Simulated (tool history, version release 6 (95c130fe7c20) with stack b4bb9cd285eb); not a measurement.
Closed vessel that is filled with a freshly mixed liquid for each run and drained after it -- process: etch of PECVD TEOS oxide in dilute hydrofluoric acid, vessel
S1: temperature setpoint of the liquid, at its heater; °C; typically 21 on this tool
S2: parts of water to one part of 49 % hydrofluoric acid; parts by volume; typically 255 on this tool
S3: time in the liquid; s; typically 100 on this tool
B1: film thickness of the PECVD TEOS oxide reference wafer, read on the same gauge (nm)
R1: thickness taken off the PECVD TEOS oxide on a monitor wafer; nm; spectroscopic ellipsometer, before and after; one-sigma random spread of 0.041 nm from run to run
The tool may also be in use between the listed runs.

{"run": 1, "day": 0.0, "S1": 21, "S2": 255, "S3": 100, "B1": 100.02, "R1": 5.46}
{"day": 0.175, "done": "thermometer replaced"}
{"run": 2, "day": 0.529, "S1": 24, "S2": 255, "S3": 100, "B1": 99.99, "R1": 6.33}
{"run": 3, "day": 1.412, "S1": 24, "S2": 255, "S3": 100, "B1": 100, "R1": 6.26}
{"run": 4, "day": 1.921, "S1": 21, "S2": 255, "S3": 100, "B1": 99.98, "R1": 5.64}
{"run": 5, "day": 2.508, "S1": 21, "S2": 255, "S3": 100, "B1": 100.01, "R1": 5.68}
{"day": 2.742, "done": "hydrofluoric acid flow meter replaced"}
{"run": 6, "day": 3.638, "S1": 21, "S2": 255, "S3": 100, "B1": 100.01, "R1": 5.72}
{"run": 7, "day": 4.183, "S1": 21, "S2": 255, "S3": 100, "B1": 100, "R1": 5.68}
{"run": 8, "day": 5.138, "S1": 25, "S2": 255, "S3": 100, "B1": 100, "R1": 6.52}
{"day": 5.704, "done": "thermometer replaced, repeated, since the last time left the tool worse"}
{"run": 9, "day": 5.946, "S1": 21, "S2": 255, "S3": 100, "B1": 100.02, "R1": 5.06}
{"day": 6.875, "done": "gauge calibrated"}
{"run": 10, "day": 6.883, "S1": 21, "S2": 145, "S3": 80, "B1": 99.99, "R1": 7.88}
{"run": 11, "day": 7.567, "S1": 23, "S2": 150, "S3": 130, "B1": 99.98, "R1": 13.41}
{"run": 12, "day": 8.488, "S1": 21, "S2": 255, "S3": 100, "B1": 99.99, "R1": 5.02}
{"run": 13, "day": 9.654, "S1": 22.5, "S2": 135, "S3": 100, "B1": 100.02, "R1": 11.54}
{"run": 14, "day": 10.488, "S1": 21, "S2": 255, "S3": 60, "B1": 99.99, "R1": 3.03}
{"run": 15, "day": 11.696, "S1": 21, "S2": 255, "S3": 65, "B1": 99.98, "R1": 3.32}
{"run": 16, "day": 12.967, "S1": 22.5, "S2": 350, "S3": 80, "B1": 100, "R1": 2.83}
{"run": 17, "day": 13.796, "S1": 26, "S2": 255, "S3": 50, "B1": 100.03, "R1": 3.06}
{"run": 18, "day": 14.679, "S1": 18, "S2": 300, "S3": 50, "B1": 100, "R1": 1.86}
{"run": 19, "day": 15.383, "S1": 21, "S2": 255, "S3": 45, "B1": 100.01, "R1": 2.32}
{"run": 20, "day": 15.917, "S1": 22.5, "S2": 130, "S3": 150, "B1": 100.04, "R1": 18.39}
{"run": 21, "day": 17.292, "S1": 21, "S2": 255, "S3": 100, "B1": 100.01, "R1": 5.11}
{"run": 22, "day": 18.479, "S1": 21, "S2": 130, "S3": 100, "B1": 100.01, "R1": 11.42}
{"run": 23, "day": 19.054, "S1": 22.5, "S2": 380, "S3": 45, "B1": 100.01, "R1": 1.46}
{"run": 24, "day": 20.204, "S1": 21, "S2": 255, "S3": 100, "B1": 100.03, "R1": 5.12}
{"run": 25, "day": 20.783, "S1": 21, "S2": 255, "S3": 150, "B1": 99.97, "R1": 7.61}
{"run": 26, "day": 21.842, "S1": 17.5, "S2": 180, "S3": 65, "B1": 100, "R1": 4.42}
{"run": 27, "day": 24.588, "S1": 23.5, "S2": 255, "S3": 160, "B1": 100.04, "R1": 9.15}
{"run": 28, "day": 25.546, "S1": 24, "S2": 255, "S3": 100, "B1": 99.99, "R1": 5.8}
{"run": 29, "day": 26.638, "S1": 22.5, "S2": 175, "S3": 100, "B1": 100.01, "R1": 8.52}
{"run": 30, "day": 27.858, "S1": 19.5, "S2": 140, "S3": 75, "B1": 100, "R1": 7.43}
{"run": 31, "day": 28.412, "S1": 25.5, "S2": 255, "S3": 120, "B1": 99.96, "R1": 7.2}
{"run": 32, "day": 29.083, "S1": 21, "S2": 125, "S3": 55, "B1": 100, "R1": 6.68}

Below are 5 alternative next runs, each starting from the tool's condition after run 32. Predict each:
{"run": "A", "day": 29.112, "S1": 21, "S2": 255, "S3": 100, "B1": "?", "R1": "?"}
{"run": "B", "day": 29.112, "S1": 18, "S2": 385, "S3": 75, "B1": "?", "R1": "?"}
{"run": "C", "day": 29.112, "S1": 19.5, "S2": 215, "S3": 145, "B1": "?", "R1": "?"}
{"run": "D", "day": 29.112, "S1": 18.5, "S2": 380, "S3": 120, "B1": "?", "R1": "?"}
{"run": "E", "day": 29.112, "S1": 19, "S2": 185, "S3": 45, "B1": "?", "R1": "?"}

run=A B1=100 R1=5.13
run=B B1=100 R1=2.04
run=C B1=100 R1=8.66
run=D B1=100 R1=3.38
run=E B1=100 R1=3.16
The same runs, with their run-to-run variation unchanged, on a tool lacking any hidden condition would have given:
run=A R1=5.03
run=B R1=2
run=C R1=8.48
run=D R1=3.31
run=E R1=3.09
